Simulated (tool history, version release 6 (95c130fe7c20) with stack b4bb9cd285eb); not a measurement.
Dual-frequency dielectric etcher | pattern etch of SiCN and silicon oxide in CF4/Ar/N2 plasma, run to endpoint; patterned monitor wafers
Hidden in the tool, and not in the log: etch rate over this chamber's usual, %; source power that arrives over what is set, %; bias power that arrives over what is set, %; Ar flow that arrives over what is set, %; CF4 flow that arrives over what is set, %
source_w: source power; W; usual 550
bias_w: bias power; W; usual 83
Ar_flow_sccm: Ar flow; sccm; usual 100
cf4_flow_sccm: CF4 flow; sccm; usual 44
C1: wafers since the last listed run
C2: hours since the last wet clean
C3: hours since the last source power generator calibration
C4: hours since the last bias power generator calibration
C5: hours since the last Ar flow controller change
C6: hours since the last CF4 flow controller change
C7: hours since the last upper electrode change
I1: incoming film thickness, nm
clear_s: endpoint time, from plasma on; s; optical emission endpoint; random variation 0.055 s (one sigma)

run 1 hour=0.0 | source_w=550 bias_w=83 Ar_flow_sccm=82 cf4_flow_sccm=41 | C1=0 C2=412.6 C3=3167.3 C4=2800.5 C5=2923.8 C6=3617.2 C7=2791.9 | I1=16.63 | clear_s=17.1
run 2 hour=11.1 | source_w=550 bias_w=74 Ar_flow_sccm=100 cf4_flow_sccm=47 | C1=219 C2=423.7 C3=3178.4 C4=2811.6 C5=2934.9 C6=3628.3 C7=2803.0 | I1=16.55 | clear_s=17.6
run 3 hour=25.9 | source_w=550 bias_w=74 Ar_flow_sccm=100 cf4_flow_sccm=47 | C1=292 C2=438.5 C3=3193.2 C4=2826.4 C5=2949.7 C6=3643.1 C7=2817.8 | I1=16.50 | clear_s=17.5
-- hour=61.8 upper electrode replaced
run 4 hour=65.1 | source_w=550 bias_w=83 Ar_flow_sccm=100 cf4_flow_sccm=44 | C1=300 C2=477.7 C3=3232.4 C4=2865.6 C5=2988.9 C6=3682.3 C7=3.3 | I1=16.70 | clear_s=17.4
-- hour=83.8 CF4 flow controller replaced
run 5 hour=84.3 | source_w=550 bias_w=83 Ar_flow_sccm=100 cf4_flow_sccm=44 | C1=260 C2=496.9 C3=3251.6 C4=2884.8 C5=3008.1 C6=0.5 C7=22.5 | I1=16.46 | clear_s=17.2
run 6 hour=94.5 | source_w=550 bias_w=83 Ar_flow_sccm=100 cf4_flow_sccm=44 | C1=201 C2=507.1 C3=3261.8 C4=2895.0 C5=3018.3 C6=10.7 C7=32.7 | I1=16.64 | clear_s=17.4
-- hour=128.3 wet clean of the chamber
-- hour=128.9 Ar flow controller replaced
run 7 hour=129.4 | source_w=550 bias_w=83 Ar_flow_sccm=100 cf4_flow_sccm=44 | C1=204 C2=1.1 C3=3296.7 C4=2929.9 C5=0.5 C6=45.6 C7=67.6 | I1=16.67 | clear_s=17.0
run 8 hour=129.7 | source_w=550 bias_w=69 Ar_flow_sccm=100 cf4_flow_sccm=44 | C1=5 C2=1.4 C3=3297.0 C4=2930.2 C5=0.8 C6=45.9 C7=67.9 | I1=16.49 | clear_s=17.8
run 9 hour=131.4 | source_w=550 bias_w=69 Ar_flow_sccm=100 cf4_flow_sccm=44 | C1=33 C2=3.1 C3=3298.7 C4=2931.9 C5=2.5 C6=47.6 C7=69.6 | I1=16.71 | clear_s=18.1
run 10 hour=145.2 | source_w=550 bias_w=83 Ar_flow_sccm=100 cf4_flow_sccm=44 | C1=272 C2=16.9 C3=3312.5 C4=2945.7 C5=16.3 C6=61.4 C7=83.4 | I1=16.42 | clear_s=16.7
run 11 hour=153.6 | source_w=550 bias_w=63 Ar_flow_sccm=100 cf4_flow_sccm=54 | C1=165 C2=25.3 C3=3320.9 C4=2954.1 C5=24.7 C6=69.8 C7=91.8 | I1=16.71 | clear_s=18.0
run 12 hour=168.2 | source_w=480 bias_w=83 Ar_flow_sccm=100 cf4_flow_sccm=52 | C1=288 C2=39.9 C3=3335.5 C4=2968.7 C5=39.3 C6=84.4 C7=106.4 | I1=16.68 | clear_s=19.3
run 13 hour=174.7 | source_w=470 bias_w=65 Ar_flow_sccm=123 cf4_flow_sccm=37 | C1=128 C2=46.4 C3=3342.0 C4=2975.2 C5=45.8 C6=90.9 C7=112.9 | I1=16.56 | clear_s=23.0
-- hour=181.8 source power generator calibrated
-- hour=182.7 bias power generator calibrated
run 14 hour=183.7 | source_w=550 bias_w=83 Ar_flow_sccm=106 cf4_flow_sccm=44 | C1=81 C2=55.4 C3=1.9 C4=1.0 C5=54.8 C6=99.9 C7=121.9 | I1=16.69 | clear_s=17.2
run 15 hour=193.7 | source_w=470 bias_w=65 Ar_flow_sccm=123 cf4_flow_sccm=37 | C1=197 C2=65.4 C3=11.9 C4=11.0 C5=64.8 C6=109.9 C7=131.9 | I1=16.51 | clear_s=22.9
run 16 hour=201.3 | source_w=410 bias_w=99 Ar_flow_sccm=100 cf4_flow_sccm=44 | C1=150 C2=73.0 C3=19.5 C4=18.6 C5=72.4 C6=117.5 C7=139.5 | I1=16.60 | clear_s=22.6
run 17 hour=215.9 | source_w=450 bias_w=83 Ar_flow_sccm=115 cf4_flow_sccm=38 | C1=288 C2=87.6 C3=34.1 C4=33.2 C5=87.0 C6=132.1 C7=154.1 | I1=16.73 | clear_s=22.4
run 18 hour=265.5 | source_w=550 bias_w=83 Ar_flow_sccm=100 cf4_flow_sccm=44 | C1=980 C2=137.2 C3=83.7 C4=82.8 C5=136.6 C6=181.7 C7=203.7 | I1=16.64 | clear_s=17.1
run 19 hour=276.5 | source_w=550 bias_w=66 Ar_flow_sccm=100 cf4_flow_sccm=40 | C1=217 C2=148.2 C3=94.7 C4=93.8 C5=147.6 C6=192.7 C7=214.7 | I1=16.45 | clear_s=18.3

Run 20 comes next. What will it give?
run 20 hour=284.0 | source_w=550 bias_w=83 Ar_flow_sccm=100 cf4_flow_sccm=44 | C1=148 C2=155.7 C3=102.2 C4=101.3 C5=155.1 C6=200.2 C7=222.2 | I1=16.75 | clear_s=?

{"run 20": {"clear_s": 17.3}}
Without the tool's hidden state the same run would have given clear_s 17.2 s.

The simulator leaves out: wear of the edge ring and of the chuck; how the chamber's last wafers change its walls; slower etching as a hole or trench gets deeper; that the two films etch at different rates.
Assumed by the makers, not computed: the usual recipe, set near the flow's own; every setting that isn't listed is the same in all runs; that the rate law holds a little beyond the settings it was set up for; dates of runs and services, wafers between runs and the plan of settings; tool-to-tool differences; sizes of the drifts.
